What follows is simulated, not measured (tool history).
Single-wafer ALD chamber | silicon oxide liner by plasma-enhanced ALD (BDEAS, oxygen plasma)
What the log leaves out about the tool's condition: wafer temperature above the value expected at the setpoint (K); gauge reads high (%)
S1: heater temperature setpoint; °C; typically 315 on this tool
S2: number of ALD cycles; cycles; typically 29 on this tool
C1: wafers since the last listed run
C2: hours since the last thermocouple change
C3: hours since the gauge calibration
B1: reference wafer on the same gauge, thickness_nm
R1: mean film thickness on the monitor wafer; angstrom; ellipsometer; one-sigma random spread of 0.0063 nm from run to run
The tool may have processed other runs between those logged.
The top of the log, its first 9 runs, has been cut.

{"run": 10, "hour": 228.4, "S1": 323, "S2": 25, "C1": 593, "C2": 1075.8, "C3": 828.1, "B1": 2.879, "R1": 21.57}
{"run": 11, "hour": 263.4, "S1": 323, "S2": 25, "C1": 481, "C2": 1110.8, "C3": 863.1, "B1": 2.882, "R1": 21.48}
{"run": 12, "hour": 288.6, "S1": 315, "S2": 27, "C1": 347, "C2": 1136, "C3": 888.3, "B1": 2.881, "R1": 23.61}
{"run": 13, "hour": 323.3, "S1": 315, "S2": 29, "C1": 477, "C2": 1170.7, "C3": 923, "B1": 2.878, "R1": 25.32}
{"run": 14, "hour": 346.2, "S1": 315, "S2": 29, "C1": 315, "C2": 1193.6, "C3": 945.9, "B1": 2.881, "R1": 25.32}
{"run": 15, "hour": 359.9, "S1": 315, "S2": 29, "C1": 188, "C2": 1207.3, "C3": 959.6, "B1": 2.88, "R1": 25.26}
{"hour": 385.7, "done": "thermocouple changed; heater temperature recalibrated"}
{"run": 16, "hour": 386.2, "S1": 315, "S2": 29, "C1": 252, "C2": 0.5, "C3": 985.9, "B1": 2.881, "R1": 25.34}
{"run": 17, "hour": 409.2, "S1": 315, "S2": 29, "C1": 316, "C2": 23.5, "C3": 1008.9, "B1": 2.878, "R1": 25.18}
{"hour": 419.3, "done": "gauge calibrated"}
{"run": 18, "hour": 424.5, "S1": 315, "S2": 31, "C1": 210, "C2": 38.8, "C3": 5.2, "B1": 2.88, "R1": 26.97}
{"run": 19, "hour": 440.7, "S1": 327, "S2": 26, "C1": 223, "C2": 55, "C3": 21.4, "B1": 2.881, "R1": 22.21}
{"run": 20, "hour": 456.0, "S1": 304, "S2": 27, "C1": 210, "C2": 70.3, "C3": 36.7, "B1": 2.878, "R1": 24.02}
{"run": 21, "hour": 500.9, "S1": 328, "S2": 26, "C1": 618, "C2": 115.2, "C3": 81.6, "B1": 2.879, "R1": 22.2}
{"run": 22, "hour": 530.5, "S1": 315, "S2": 29, "C1": 407, "C2": 144.8, "C3": 111.2, "B1": 2.88, "R1": 25.35}
{"run": 23, "hour": 544.3, "S1": 330, "S2": 26, "C1": 190, "C2": 158.6, "C3": 125, "B1": 2.879, "R1": 22.07}
{"run": 24, "hour": 577.0, "S1": 325, "S2": 29, "C1": 450, "C2": 191.3, "C3": 157.7, "B1": 2.879, "R1": 24.94}
{"run": 25, "hour": 610.4, "S1": 315, "S2": 26, "C1": 459, "C2": 224.7, "C3": 191.1, "B1": 2.88, "R1": 22.69}

Run 26 is up next; what results do you expect?
{"run": 26, "hour": 643.7, "S1": 325, "S2": 33, "C1": 458, "C2": 258, "C3": 224.4, "B1": "?", "R1": "?"}

Run 26 produced B1 2.878, R1 28.36 angstrom.
Without the tool's hidden state the same run would have given R1 28.36 angstrom.
